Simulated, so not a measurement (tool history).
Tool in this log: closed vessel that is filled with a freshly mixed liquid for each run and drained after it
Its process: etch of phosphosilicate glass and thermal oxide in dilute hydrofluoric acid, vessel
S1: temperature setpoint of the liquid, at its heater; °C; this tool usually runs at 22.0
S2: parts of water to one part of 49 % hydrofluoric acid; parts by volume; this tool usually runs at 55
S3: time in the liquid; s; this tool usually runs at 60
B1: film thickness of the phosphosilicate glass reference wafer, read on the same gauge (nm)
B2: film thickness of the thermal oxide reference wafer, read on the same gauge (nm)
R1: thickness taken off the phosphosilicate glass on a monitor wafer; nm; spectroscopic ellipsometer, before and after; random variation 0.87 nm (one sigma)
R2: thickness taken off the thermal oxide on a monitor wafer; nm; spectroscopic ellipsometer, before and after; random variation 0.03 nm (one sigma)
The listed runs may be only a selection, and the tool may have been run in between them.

run,hour,S1,S2,S3,B1,B2,R1,R2
1,0.0,22.0,75,60,150.02,120.01,82.65,3.64
2,65.2,22.0,30,60,149.98,120.00,223.11,9.65
3,117.3,22.0,30,60,149.99,120.01,222.47,9.71
4,157.7,22.0,55,60,150.00,120.00,118.57,5.17
5,188.0,22.0,55,85,149.99,120.02,169.25,7.46
# hour 218.9: thermometer replaced
6,250.5,22.0,55,85,150.01,119.99,170.74,7.38
7,290.6,22.0,55,85,150.00,120.04,171.41,7.59
8,330.9,22.0,55,60,150.02,120.01,122.57,5.29
# hour 364.8: hydrofluoric acid flow meter replaced
9,393.6,22.0,55,60,150.00,119.99,133.34,5.72
10,428.4,27.0,30,75,150.01,120.02,383.37,16.75
11,472.7,23.5,55,60,149.98,119.99,140.91,6.15
# hour 484.3: hydrofluoric acid flow meter replaced, repeated, since the last time left the tool worse
# hour 491.8: gauge calibrated
12,538.7,25.5,45,50,149.99,119.99,137.94,5.92
13,579.1,22.0,75,60,150.00,119.99,83.82,3.59
14,621.8,19.0,55,70,150.00,119.99,117.74,5.24
15,651.1,22.0,55,60,150.02,119.98,118.51,5.07
16,677.2,22.0,55,45,150.01,119.99,89.23,3.88

What the log doesn't show, run by run:
liquid hotter than its thermometer reads (K): 0 at every run
gauge reads high (%): 0 at every run
H1: hydrofluoric acid flow above the setpoint (%)
run,H1
1,2.51
2,3.37
3,4.06
4,4.59
5,4.99
6,5.82
7,6.35
8,6.88
9,14.4
10,14.9
11,15.5
12,1.28
13,1.82
14,2.38
15,2.77
16,3.11
